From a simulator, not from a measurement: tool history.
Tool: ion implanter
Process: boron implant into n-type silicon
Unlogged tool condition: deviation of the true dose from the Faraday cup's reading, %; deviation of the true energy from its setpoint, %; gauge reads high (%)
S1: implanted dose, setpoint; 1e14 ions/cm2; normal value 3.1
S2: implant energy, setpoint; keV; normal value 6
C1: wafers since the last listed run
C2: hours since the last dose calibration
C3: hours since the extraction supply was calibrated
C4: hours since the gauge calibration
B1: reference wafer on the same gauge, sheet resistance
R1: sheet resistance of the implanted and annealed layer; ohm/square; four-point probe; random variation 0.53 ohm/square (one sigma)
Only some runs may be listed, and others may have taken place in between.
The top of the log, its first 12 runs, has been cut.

run	hour	S1	S2	C1	C2	C3	C4	B1	R1
13	179.4	3.1	6	282	957.5	6700.3	295.9	424.04	347.55
14	187.5	3.1	6	137	965.6	6708.4	304	423.91	347.86
15	196.7	3.53	7	155	974.8	6717.6	313.2	424.09	305.37
16	209.5	3.55	8	216	987.6	6730.4	326	424.11	299.47
# hour 212.7: gauge calibrated
17	224	3.1	6	245	1002.1	6744.9	11.3	423.94	346.9
# hour 234.8: Faraday cup replaced and dose calibrated
18	235.3	3.1	7	55	0.5	6756.2	22.6	424.1	347.95
19	251.2	2.31	7	269	16.4	6772.1	38.5	424.07	446.01
# hour 275.3: extraction supply calibrated
20	278.5	3.1	6	326	43.7	3.2	65.8	424.04	354.25
21	295.9	4	4.5	294	61.1	20.6	83.2	423.99	294.38
22	309	3.1	6	221	74.2	33.7	96.3	424.01	354.76
23	320.8	2.51	8	199	86	45.5	108.1	424	409.16
24	337.7	3.49	4.5	285	102.9	62.4	125	423.96	329.99
25	344.6	3.72	5	116	109.8	69.3	131.9	423.91	308.69
26	358	3.1	6.5	226	123.2	82.7	145.3	424.09	351.2
27	364.5	3.79	7	109	129.7	89.2	151.8	424.06	293.04
28	379.3	3.1	6	250	144.5	104	166.6	423.98	354.53
29	386.8	3.1	6.5	126	152	111.5	174.1	423.93	350.62
30	402.3	3.53	7	262	167.5	127	189.6	424.1	311.86
31	409.5	3.74	7.5	121	174.7	134.2	196.8	424.04	293.74
32	415.9	3.1	6	108	181.1	140.6	203.2	423.96	354.19
33	429.9	3.54	4.5	236	195.1	154.6	217.2	423.97	325.02
34	438.3	3.1	5	142	203.5	163	225.6	424.03	360.67
35	450.7	2.69	6.5	209	215.9	175.4	238	423.9	395.95
# hour 464: gauge calibrated
36	465.6	3.1	6	252	230.8	190.3	1.6	423.93	354.27
37	476	3.93	6	175	241.2	200.7	12	423.99	288.11

Expected results for the next run?
38	483.2	3.47	5	121	248.4	207.9	19.2	?	?

{"run 38": {"B1": 424.14, "R1": 327.29}}
Had the tool carried no hidden state, the very same run would have given R1 326.83 ohm/square.
